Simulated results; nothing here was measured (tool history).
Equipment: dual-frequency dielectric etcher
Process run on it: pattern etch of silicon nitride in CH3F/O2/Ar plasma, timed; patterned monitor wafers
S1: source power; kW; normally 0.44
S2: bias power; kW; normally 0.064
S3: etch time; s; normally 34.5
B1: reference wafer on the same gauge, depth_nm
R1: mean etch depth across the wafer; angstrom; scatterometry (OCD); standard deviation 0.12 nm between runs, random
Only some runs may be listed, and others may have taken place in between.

run,hour,S1,S2,S3,B1,R1
1,0,0.44,0.064,34.5,27.3,232.8
2,7.3,0.44,0.064,34.5,27.3,234.5
3,13.7,0.44,0.064,34.5,27.3,236
4,28.2,0.44,0.064,34.5,27.31,235
5,40.1,0.44,0.064,34.5,27.26,235.3
6,57.6,0.44,0.064,34.5,27.29,234.1
7,71.7,0.44,0.064,34.5,27.33,232.3
8,81.3,0.49,0.054,34.5,27.32,219.3
# hour 87.9: bias power generator calibrated
# hour 110.7: upper electrode replaced
# hour 127.4: gauge calibrated
# hour 127.5: source power generator calibrated
# hour 128.2: wet clean of the chamber
9,128.7,0.44,0.064,34.5,27.3,245.6
10,134.6,0.44,0.077,26,27.29,199
11,147.1,0.37,0.064,34.5,27.3,234.5
12,153.4,0.49,0.064,40,27.31,290.9
13,161.2,0.44,0.064,34.5,27.3,243.2
14,171.2,0.44,0.07,24,27.29,175.7
15,190.1,0.48,0.068,40.5,27.3,298.2

Below are 3 alternative next runs, each starting from the tool's condition after run 15. Predict each:
A,190.5,0.36,0.064,34.5,?,?
B,190.5,0.48,0.071,34.5,?,?
C,190.5,0.4,0.068,26.5,?,?

run,B1,R1
A,27.27,232.4
B,27.27,259.5
C,27.27,187.6
What these runs would have given with no unlogged condition in the tool:
run,R1
A,234.9
B,262.3
C,189.6
